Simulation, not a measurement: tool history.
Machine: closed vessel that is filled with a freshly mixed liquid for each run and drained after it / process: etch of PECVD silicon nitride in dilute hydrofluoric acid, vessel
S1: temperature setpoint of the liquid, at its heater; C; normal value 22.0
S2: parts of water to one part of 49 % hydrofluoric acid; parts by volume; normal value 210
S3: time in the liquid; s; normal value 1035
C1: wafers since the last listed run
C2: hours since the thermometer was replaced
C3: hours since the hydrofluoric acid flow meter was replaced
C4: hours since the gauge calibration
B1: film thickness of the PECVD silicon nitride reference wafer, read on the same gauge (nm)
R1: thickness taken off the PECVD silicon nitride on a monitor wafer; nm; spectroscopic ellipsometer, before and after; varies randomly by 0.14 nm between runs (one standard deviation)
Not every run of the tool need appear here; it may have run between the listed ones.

run   hour    S1   S2    S3    C1      C2      C3     C4     B1     R1
  1    0.0  24.5  210  1035     0  2063.9  1524.1  229.9  49.99  32.96
  2    8.6  24.5  210  1035   468  2072.5  1532.7  238.5  50.02  32.63
  3   21.7  22.0  210  1035   713  2085.6  1545.8  251.6  50.00  28.06
  4   30.0  22.0  210  1035   451  2093.9  1554.1  259.9  50.02  28.13
  5   57.9  22.0  210  1035  1518  2121.8  1582.0  287.8  50.00  28.11
  6   73.0  22.0  210  1035   822  2136.9  1597.1  302.9  50.04  28.01
  7   88.7  22.0  210  1035   854  2152.6  1612.8  318.6  49.99  28.17
  8   97.1  22.0  210  1035   457  2161.0  1621.2  327.0  50.00  28.18
  9  107.4  22.0  210  1035   560  2171.3  1631.5  337.3  50.03  28.18
 10  155.3  17.5  110   715  2607  2219.2  1679.4  385.2  49.99  26.84
 11  164.8  18.5  210  1305   517  2228.7  1688.9  394.7  49.96  28.45
 12  175.3  19.5  110  1035   571  2239.2  1699.4  405.2  49.97  45.21
 13  190.5  20.0  110  1255   827  2254.4  1714.6  420.4  50.01  57.16
 14  207.4  20.0  110  1255   919  2271.3  1731.5  437.3  50.03  56.75
     208.4  -- gauge calibrated
 15  225.3  22.0  210  1035   974  2289.2  1749.4   16.9  49.98  28.16
 16  234.4  22.0  180   815   495  2298.3  1758.5   26.0  50.00  25.80
 17  247.5  20.5  250   865   713  2311.4  1771.6   39.1  49.98  18.23
     248.7  -- hydrofluoric acid flow meter replaced
 18  259.0  22.0  210  1035   571  2322.9    10.3   50.6  49.99  30.17
 19  275.9  22.0  210   665   919  2339.8    27.2   67.5  49.98  19.28
 20  288.2  25.0  210   445   669  2352.1    39.5   79.8  50.02  15.83
 21  298.8  22.0  210  1035   577  2362.7    50.1   90.4  49.99  30.28
     311.8  -- thermometer replaced
 22  316.5  19.0  210   750   909     4.7    67.8  108.1  50.00  17.90
 23  324.7  24.5  210  1430   446    12.9    76.0  116.3  50.00  48.96
 24  336.1  22.0  145   690   620    24.3    87.4  127.7  50.06  28.89
     337.6  -- hydrofluoric acid flow meter replaced, repeated, since the last time left the tool worse
 25  350.3  25.5  135   605   718    38.5    12.7  141.9  49.99  30.02
 26  362.9  26.0  255  1260   685    51.1    25.3  154.5  50.02  34.33
 27  396.1  19.0  135  1035  1807    84.3    58.5  187.7  50.01  33.56
 28  422.8  26.0  255  1250  1453   111.0    85.2  214.4  50.03  34.32
 29  431.2  24.0  170  1035   457   119.4    93.6  222.8  50.02  37.54
 30  442.3  22.0  210  1220   604   130.5   104.7  233.9  49.99  31.56
 31  456.0  22.0  210  1220   745   144.2   118.4  247.6  50.01  31.46

Predict the results of run 32:
 32  467.4  25.5  175  1035  620  155.6  129.8  259.0   ?   ?

For run 32 the tool returned B1 50.00, R1 40.06 nm.
With the hidden condition absent and the run-to-run variation left alone, this run would have shown R1 39.28 nm.

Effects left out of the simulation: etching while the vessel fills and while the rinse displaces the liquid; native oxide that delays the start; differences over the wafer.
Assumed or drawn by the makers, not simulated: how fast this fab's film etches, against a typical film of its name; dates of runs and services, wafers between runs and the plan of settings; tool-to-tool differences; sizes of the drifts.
